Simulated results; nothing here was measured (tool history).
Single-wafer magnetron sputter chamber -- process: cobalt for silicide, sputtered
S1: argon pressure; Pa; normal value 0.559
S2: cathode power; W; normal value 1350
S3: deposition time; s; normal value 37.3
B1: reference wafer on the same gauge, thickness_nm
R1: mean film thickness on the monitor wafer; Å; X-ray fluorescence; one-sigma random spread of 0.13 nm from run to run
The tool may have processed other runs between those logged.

run 1 hour=0 | S1=0.559 S2=1350 S3=37.3 | B1=21.203 | R1=223.27
run 2 hour=81.6 | S1=0.559 S2=1350 S3=37.3 | B1=21.199 | R1=218.13
-- hour=107.4 sputter target and shields replaced
run 3 hour=165.4 | S1=0.559 S2=1350 S3=37.3 | B1=21.204 | R1=230.69
-- hour=191.5 magnet pack replaced
run 4 hour=208.4 | S1=0.559 S2=1350 S3=40.6 | B1=21.207 | R1=249.3
run 5 hour=280.3 | S1=0.559 S2=1450 S3=37.3 | B1=21.186 | R1=249.93
run 6 hour=361.9 | S1=0.559 S2=1450 S3=37.3 | B1=21.201 | R1=250.23
run 7 hour=423.7 | S1=0.559 S2=1450 S3=37.3 | B1=21.199 | R1=247.91
run 8 hour=475.6 | S1=0.559 S2=1350 S3=37.3 | B1=21.177 | R1=232.29
run 9 hour=561.6 | S1=0.559 S2=1350 S3=37.3 | B1=21.205 | R1=230.79
run 10 hour=694 | S1=0.559 S2=1350 S3=37.3 | B1=21.213 | R1=228.52
run 11 hour=738.4 | S1=0.559 S2=1350 S3=37.3 | B1=21.226 | R1=225.89
run 12 hour=798.3 | S1=0.559 S2=1100 S3=43.9 | B1=21.198 | R1=216.5
-- hour=922.3 sputter target and shields replaced
run 13 hour=1080.6 | S1=0.559 S2=1350 S3=37.3 | B1=21.219 | R1=234.99
run 14 hour=1173.3 | S1=0.559 S2=1350 S3=37.3 | B1=21.208 | R1=235.92
run 15 hour=1428.8 | S1=0.559 S2=1450 S3=37.3 | B1=21.185 | R1=247.55
-- hour=1484.5 capacitance manometer re-zeroed and calibrated
run 16 hour=1496 | S1=0.622 S2=1700 S3=37.3 | B1=21.199 | R1=271.7
run 17 hour=1594.1 | S1=0.708 S2=1600 S3=43.7 | B1=21.2 | R1=284.71
run 18 hour=1674 | S1=0.342 S2=1350 S3=43.3 | B1=21.175 | R1=280.22
-- hour=1705.9 sputter target and shields replaced
run 19 hour=1827.7 | S1=0.361 S2=1350 S3=40.5 | B1=21.191 | R1=270.64
run 20 hour=1924.5 | S1=0.782 S2=1200 S3=30 | B1=21.218 | R1=146.66
run 21 hour=2009.5 | S1=0.559 S2=1350 S3=37.3 | B1=21.216 | R1=226.24
run 22 hour=2048.5 | S1=0.696 S2=1350 S3=43.4 | B1=21.203 | R1=246.71
run 23 hour=2104.2 | S1=0.559 S2=1150 S3=37.3 | B1=21.199 | R1=191.28
run 24 hour=2149.8 | S1=0.484 S2=1350 S3=35.4 | B1=21.204 | R1=223.43
run 25 hour=2244.9 | S1=0.466 S2=1450 S3=32.4 | B1=21.184 | R1=217.39
run 26 hour=2302 | S1=0.4 S2=1350 S3=39.4 | B1=21.206 | R1=252.72
run 27 hour=2361 | S1=0.348 S2=1650 S3=35.2 | B1=21.202 | R1=279.24
run 28 hour=2498.6 | S1=0.637 S2=1100 S3=33.3 | B1=21.204 | R1=153.89
run 29 hour=2565 | S1=0.559 S2=1500 S3=37.3 | B1=21.203 | R1=240.9
-- hour=2576.2 sputter target and shields replaced
run 30 hour=2666.6 | S1=0.405 S2=1350 S3=33.3 | B1=21.212 | R1=220.93
run 31 hour=2715.6 | S1=0.559 S2=1600 S3=41 | B1=21.218 | R1=304.05
run 32 hour=2799.6 | S1=0.559 S2=1350 S3=33.8 | B1=21.206 | R1=210.74
run 33 hour=2842.8 | S1=0.559 S2=1350 S3=32.4 | B1=21.184 | R1=200.71
run 34 hour=2908.8 | S1=0.559 S2=1350 S3=33.8 | B1=21.214 | R1=207.77

State the hidden condition of the tool at each of the runs:
gauge reads high (%): 0 in every run
H1: deposition rate above that of a new target (%)
H2: true argon pressure above the setpoint (%)
run=1 H1=-4.6 H2=-4.18
run=2 H1=-5.65 H2=-4.77
run=3 H1=-0.539 H2=-5.38
run=4 H1=-0.597 H2=-5.69
run=5 H1=-0.764 H2=-6.21
run=6 H1=-1.06 H2=-6.81
run=7 H1=-1.36 H2=-7.26
run=8 H1=-1.66 H2=-7.63
run=9 H1=-2.26 H2=-8.26
run=10 H1=-3.43 H2=-9.22
run=11 H1=-3.89 H2=-9.54
run=12 H1=-4.56 H2=-9.98
run=13 H1=-0.251 H2=-12
run=14 H1=-0.573 H2=-12.7
run=15 H1=-2.21 H2=-14.6
run=16 H1=-2.83 H2=3.2
run=17 H1=-3.87 H2=2.48
run=18 H1=-4.83 H2=1.9
run=19 H1=-1.02 H2=0.787
run=20 H1=-1.3 H2=0.0845
run=21 H1=-1.68 H2=-0.533
run=22 H1=-1.89 H2=-0.816
run=23 H1=-2.24 H2=-1.22
run=24 H1=-2.57 H2=-1.55
run=25 H1=-3.36 H2=-2.24
run=26 H1=-3.91 H2=-2.66
run=27 H1=-4.54 H2=-3.09
run=28 H1=-6.23 H2=-4.08
run=29 H1=-7.16 H2=-4.57
run=30 H1=-0.309 H2=-5.3
run=31 H1=-0.404 H2=-5.66
run=32 H1=-0.663 H2=-6.27
run=33 H1=-0.842 H2=-6.58
run=34 H1=-1.18 H2=-7.06
